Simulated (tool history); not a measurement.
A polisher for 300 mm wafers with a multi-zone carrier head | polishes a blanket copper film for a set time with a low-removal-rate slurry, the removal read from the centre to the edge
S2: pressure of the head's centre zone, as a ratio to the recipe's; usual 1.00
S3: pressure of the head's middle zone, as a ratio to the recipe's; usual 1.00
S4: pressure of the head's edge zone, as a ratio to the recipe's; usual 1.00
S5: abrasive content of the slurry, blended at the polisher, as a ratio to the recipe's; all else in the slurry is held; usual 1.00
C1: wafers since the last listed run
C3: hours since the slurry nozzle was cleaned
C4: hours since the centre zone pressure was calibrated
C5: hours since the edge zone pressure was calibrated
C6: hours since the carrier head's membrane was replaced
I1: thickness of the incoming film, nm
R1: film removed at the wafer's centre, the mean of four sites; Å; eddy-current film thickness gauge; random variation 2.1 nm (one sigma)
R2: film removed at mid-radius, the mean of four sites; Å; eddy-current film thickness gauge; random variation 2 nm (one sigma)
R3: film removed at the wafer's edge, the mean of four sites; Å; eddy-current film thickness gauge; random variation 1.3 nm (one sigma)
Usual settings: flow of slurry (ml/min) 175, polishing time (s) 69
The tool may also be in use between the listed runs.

run 1 hour=0.0 | flow_of_slurry_(ml/min)=175 S2=1.00 S3=1.00 S4=1.00 S5=1.00 polishing_time_(s)=69 | C1=0 wafers_polished_on_this_pad=1044 C3=270.5 C4=201.0 C5=594.9 C6=255.0 | I1=701.4 | R1=1671 R2=1716 R3=1713
-- hour=180.1 worn pad replaced by a new one
-- hour=189.9 slurry nozzle cleaned
run 2 hour=254.3 | flow_of_slurry_(ml/min)=175 S2=1.00 S3=1.00 S4=1.00 S5=1.00 polishing_time_(s)=69 | C1=1471 wafers_polished_on_this_pad=432 C3=64.4 C4=455.3 C5=849.2 C6=509.3 | I1=709.0 | R1=1734 R2=1768 R3=1743
-- hour=323.0 carrier head's membrane replaced by a new one
run 3 hour=334.1 | flow_of_slurry_(ml/min)=175 S2=1.00 S3=1.00 S4=1.00 S5=1.00 polishing_time_(s)=69 | C1=441 wafers_polished_on_this_pad=873 C3=144.2 C4=535.1 C5=929.0 C6=11.1 | I1=701.9 | R1=1714 R2=1739 R3=1732
run 4 hour=422.3 | flow_of_slurry_(ml/min)=175 S2=1.00 S3=1.00 S4=1.00 S5=0.80 polishing_time_(s)=69 | C1=520 wafers_polished_on_this_pad=1394 C3=232.4 C4=623.3 C5=1017.2 C6=99.3 | I1=701.7 | R1=1603 R2=1643 R3=1587
run 5 hour=499.3 | flow_of_slurry_(ml/min)=175 S2=1.00 S3=1.00 S4=1.00 S5=1.15 polishing_time_(s)=69 | C1=454 wafers_polished_on_this_pad=1848 C3=309.4 C4=700.3 C5=1094.2 C6=176.3 | I1=685.3 | R1=1723 R2=1761 R3=1774
-- hour=552.8 worn pad replaced by a new one
run 6 hour=604.0 | flow_of_slurry_(ml/min)=175 S2=1.00 S3=1.00 S4=1.00 S5=1.15 polishing_time_(s)=69 | C1=594 wafers_polished_on_this_pad=302 C3=414.1 C4=805.0 C5=1198.9 C6=281.0 | I1=698.6 | R1=1731 R2=1749 R3=1735
-- hour=626.4 slurry nozzle cleaned
-- hour=646.4 edge zone pressure recalibrated
run 7 hour=671.6 | flow_of_slurry_(ml/min)=175 S2=1.00 S3=1.00 S4=1.00 S5=1.15 polishing_time_(s)=69 | C1=381 wafers_polished_on_this_pad=683 C3=45.2 C4=872.6 C5=25.2 C6=348.6 | I1=699.7 | R1=1753 R2=1827 R3=1812
run 8 hour=770.8 | flow_of_slurry_(ml/min)=175 S2=0.94 S3=1.00 S4=1.00 S5=1.00 polishing_time_(s)=69 | C1=585 wafers_polished_on_this_pad=1269 C3=144.4 C4=971.8 C5=124.4 C6=447.8 | I1=700.9 | R1=1597 R2=1708 R3=1715
run 9 hour=839.3 | flow_of_slurry_(ml/min)=175 S2=0.94 S3=1.00 S4=1.00 S5=1.00 polishing_time_(s)=69 | C1=404 wafers_polished_on_this_pad=1673 C3=212.9 C4=1040.3 C5=192.9 C6=516.3 | I1=696.2 | R1=1603 R2=1787 R3=1712
run 10 hour=902.0 | flow_of_slurry_(ml/min)=175 S2=1.00 S3=1.00 S4=1.00 S5=1.00 polishing_time_(s)=69 | C1=370 wafers_polished_on_this_pad=2043 C3=275.6 C4=1103.0 C5=255.6 C6=579.0 | I1=701.7 | R1=1656 R2=1712 R3=1693
-- hour=920.1 centre zone pressure recalibrated
run 11 hour=963.5 | flow_of_slurry_(ml/min)=175 S2=1.00 S3=1.00 S4=1.00 S5=1.00 polishing_time_(s)=69 | C1=351 wafers_polished_on_this_pad=2395 C3=337.1 C4=43.4 C5=317.1 C6=640.5 | I1=692.6 | R1=1651 R2=1672 R3=1713
-- hour=1010.7 worn pad replaced by a new one
-- hour=1017.9 carrier head's membrane replaced by a new one
run 12 hour=1030.5 | flow_of_slurry_(ml/min)=175 S2=1.00 S3=1.06 S4=1.08 S5=1.00 polishing_time_(s)=92 | C1=342 wafers_polished_on_this_pad=87 C3=404.1 C4=110.4 C5=384.1 C6=12.6 | I1=706.3 | R1=2146 R2=2314 R3=2314
-- hour=1093.4 slurry nozzle cleaned
run 13 hour=1193.5 | flow_of_slurry_(ml/min)=200 S2=1.00 S3=1.00 S4=1.00 S5=1.20 polishing_time_(s)=69 | C1=956 wafers_polished_on_this_pad=1043 C3=100.1 C4=273.4 C5=547.1 C6=175.6 | I1=702.0 | R1=1882 R2=1870 R3=1833
run 14 hour=1292.4 | flow_of_slurry_(ml/min)=175 S2=1.04 S3=1.00 S4=0.90 S5=1.00 polishing_time_(s)=69 | C1=583 wafers_polished_on_this_pad=1627 C3=199.0 C4=372.3 C5=646.0 C6=274.5 | I1=693.1 | R1=1804 R2=1776 R3=1643
run 15 hour=1387.3 | flow_of_slurry_(ml/min)=175 S2=1.00 S3=1.00 S4=1.05 S5=1.00 polishing_time_(s)=69 | C1=560 wafers_polished_on_this_pad=2187 C3=293.9 C4=467.2 C5=740.9 C6=369.4 | I1=706.5 | R1=1672 R2=1708 R3=1762
-- hour=1447.6 slurry nozzle cleaned
-- hour=1448.0 worn pad replaced by a new one
run 16 hour=1448.5 | flow_of_slurry_(ml/min)=175 S2=0.97 S3=0.93 S4=0.94 S5=1.00 polishing_time_(s)=69 | C1=352 wafers_polished_on_this_pad=2 C3=0.9 C4=528.4 C5=802.1 C6=430.6 | I1=703.5 | R1=1716 R2=1655 R3=1691
run 17 hour=1533.8 | flow_of_slurry_(ml/min)=175 S2=1.00 S3=1.00 S4=1.00 S5=1.00 polishing_time_(s)=69 | C1=503 wafers_polished_on_this_pad=506 C3=86.2 C4=613.7 C5=887.4 C6=515.9 | I1=690.4 | R1=1742 R2=1792 R3=1744
-- hour=1577.9 carrier head's membrane replaced by a new one
run 18 hour=1585.6 | flow_of_slurry_(ml/min)=175 S2=1.00 S3=1.00 S4=1.00 S5=1.00 polishing_time_(s)=69 | C1=276 wafers_polished_on_this_pad=782 C3=138.0 C4=665.5 C5=939.2 C6=7.7 | I1=698.4 | R1=1724 R2=1749 R3=1729
run 19 hour=1651.3 | flow_of_slurry_(ml/min)=175 S2=1.00 S3=1.00 S4=1.00 S5=1.25 polishing_time_(s)=69 | C1=387 wafers_polished_on_this_pad=1170 C3=203.7 C4=731.2 C5=1004.9 C6=73.4 | I1=713.9 | R1=1858 R2=1845 R3=1827
run 20 hour=1737.0 | flow_of_slurry_(ml/min)=175 S2=1.00 S3=1.00 S4=1.00 S5=1.00 polishing_time_(s)=69 | C1=505 wafers_polished_on_this_pad=1676 C3=289.4 C4=816.9 C5=1090.6 C6=159.1 | I1=704.6 | R1=1725 R2=1774 R3=1718
run 21 hour=1815.3 | flow_of_slurry_(ml/min)=175 S2=1.00 S3=1.00 S4=1.00 S5=1.00 polishing_time_(s)=69 | C1=462 wafers_polished_on_this_pad=2138 C3=367.7 C4=895.2 C5=1168.9 C6=237.4 | I1=703.1 | R1=1672 R2=1727 R3=1693
-- hour=1834.7 edge zone pressure recalibrated
-- hour=1871.4 worn pad replaced by a new one
run 22 hour=1888.4 | flow_of_slurry_(ml/min)=175 S2=0.92 S3=1.00 S4=1.00 S5=1.25 polishing_time_(s)=92 | C1=396 wafers_polished_on_this_pad=100 C3=440.8 C4=968.3 C5=53.7 C6=310.5 | I1=697.3 | R1=2117 R2=2346 R3=2356

How the hidden state differs across the entries between the runs, from the last listed run before each to the first after it:
Between runs 1 and 2: worn pad replaced by a new one (hour 180.1); slurry nozzle cleaned (hour 189.9)
  slurry flow missing at the pad, %: 14.8 -> 2.91
  measured less the result without the state, R1: -47 -> -9 Å; R2: -43 -> -8 Å; R3: -31 -> -6 Å
Between runs 2 and 3: carrier head's membrane replaced by a new one (hour 323.0)
  slurry flow missing at the pad, %: 2.91 -> 5.5
  measured less the result without the state, R1: -9 -> -16 Å; R2: -8 -> -14 Å; R3: -6 -> -11 Å
Between runs 5 and 6: worn pad replaced by a new one (hour 552.8)
  slurry flow missing at the pad, %: 17.2 -> 29
  measured less the result without the state, R1: -58 -> -114 Å; R2: -53 -> -102 Å; R3: -38 -> -72 Å
Between runs 6 and 7: slurry nozzle cleaned (hour 626.4); edge zone pressure recalibrated (hour 646.4)
  slurry flow missing at the pad, %: 29 -> 4.99
  measured less the result without the state, R1: -114 -> -15 Å; R2: -102 -> -14 Å; R3: -72 -> -10 Å
Between runs 10 and 11: centre zone pressure recalibrated (hour 920.1)
  slurry flow missing at the pad, %: 16.5 -> 22.4
  measured less the result without the state, R1: -53 -> -77 Å; R2: -49 -> -69 Å; R3: -35 -> -51 Å
Between runs 11 and 12: worn pad replaced by a new one (hour 1010.7); carrier head's membrane replaced by a new one (hour 1017.9)
  slurry flow missing at the pad, %: 22.4 -> 30.1
  measured less the result without the state, R1: -77 -> -149 Å; R2: -69 -> -142 Å; R3: -51 -> -102 Å
Between runs 12 and 13: slurry nozzle cleaned (hour 1093.4)
  slurry flow missing at the pad, %: 30.1 -> 4.02
  measured less the result without the state, R1: -149 -> -11 Å; R2: -142 -> -10 Å; R3: -102 -> -7 Å
Between runs 15 and 16: slurry nozzle cleaned (hour 1447.6); worn pad replaced by a new one (hour 1448.0)
  slurry flow missing at the pad, %: 15.9 -> 0.132
  measured less the result without the state, R1: -52 -> +0 Å; R2: -47 -> +0 Å; R3: -35 -> +0 Å
Between runs 17 and 18: carrier head's membrane replaced by a new one (hour 1577.9)
  slurry flow missing at the pad, %: 1.29 -> 3.1
  measured less the result without the state, R1: -3 -> -9 Å; R2: -4 -> -8 Å; R3: -2 -> -6 Å
Between runs 21 and 22: edge zone pressure recalibrated (hour 1834.7); worn pad replaced by a new one (hour 1871.4)
  slurry flow missing at the pad, %: 21.2 -> 30.4
  measured less the result without the state, R1: -73 -> -149 Å; R2: -67 -> -146 Å; R3: -47 -> -105 Å
